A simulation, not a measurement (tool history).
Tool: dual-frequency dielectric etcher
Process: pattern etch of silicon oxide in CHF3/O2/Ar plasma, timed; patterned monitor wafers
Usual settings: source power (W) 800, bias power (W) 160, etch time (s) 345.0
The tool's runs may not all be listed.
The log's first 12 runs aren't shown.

run,day,source power (W),bias power (W),etch time (s),wafers since the last listed run,hours since the last wet clean,hours since the last source power generator calibration,hours since the last bias power generator calibration,hours since the last upper electrode change,hours since the gauge calibration,"read-back reference wafer on the same gauge, depth_nm",mean etch depth across the wafer (Å)
13,12.854,800,160,345.0,177,75.9,2428.5,2070.5,3184.8,63.2,682.7,7441
14,13.738,800,160,345.0,68,97.1,2449.7,2091.7,3206.0,84.4,682.8,7457
15,14.296,800,160,345.0,43,110.5,2463.1,2105.1,3219.4,97.8,681.1,7618
16,15.525,610,160,345.0,95,140.0,2492.6,2134.6,3248.9,127.3,681.9,7065
17,16.238,800,180,345.0,55,157.1,2509.7,2151.7,3266.0,144.4,680.8,7901
# day 17.267: bias power generator calibrated
18,17.288,910,175,413.5,68,182.3,2534.9,0.5,3291.2,169.6,683.2,9689
# day 19.338: upper electrode replaced
19,19.358,740,146,431.5,82,232.0,2584.6,50.2,0.5,219.3,682.5,8864
20,19.954,800,129,345.0,46,246.3,2598.9,64.5,14.8,233.6,679.4,6713
21,20.925,980,160,345.0,75,269.6,2622.2,87.8,38.1,256.9,682.2,7953
22,21.996,800,149,345.0,82,295.3,2647.9,113.5,63.8,282.6,679.7,7243
23,22.838,800,160,345.0,65,315.5,2668.1,133.7,84.0,302.8,682.8,7573
# day 23.246: source power generator calibrated
24,23.908,640,196,260.0,70,341.2,15.9,159.4,109.7,328.5,682.3,6000
25,24.450,670,187,345.0,41,354.2,28.9,172.4,122.7,341.5,680.4,7975
26,25.496,800,130,285.5,81,379.3,54.0,197.5,147.8,366.6,681.2,5576
27,28.017,800,160,345.0,195,439.8,114.5,258.0,208.3,427.1,683.6,7613
28,28.758,910,146,345.0,57,457.6,132.3,275.8,226.1,444.9,683.0,7449
29,29.779,660,160,345.0,79,482.1,156.8,300.3,250.6,469.4,681.5,7297
# day 30.071: gauge calibrated
30,30.471,800,160,345.0,53,498.7,173.4,316.9,267.2,9.6,680.7,7610
31,30.983,800,160,345.0,39,511.0,185.7,329.2,279.5,21.9,682.1,7687

Forecast each of these 3 alternatives for the next run:
A,31.004,800,160,345.0,1,511.5,186.2,329.7,280.0,22.4,?,?
B,31.004,900,160,397.0,1,511.5,186.2,329.7,280.0,22.4,?,?
C,31.004,900,127,345.0,1,511.5,186.2,329.7,280.0,22.4,?,?

run,"read-back reference wafer on the same gauge, depth_nm",mean etch depth across the wafer (Å)
A,681.3,7652
B,681.3,9075
C,681.3,7006
Without the tool's hidden state the same runs would have given:
run,mean etch depth across the wafer (Å)
A,7472
B,8863
C,6842
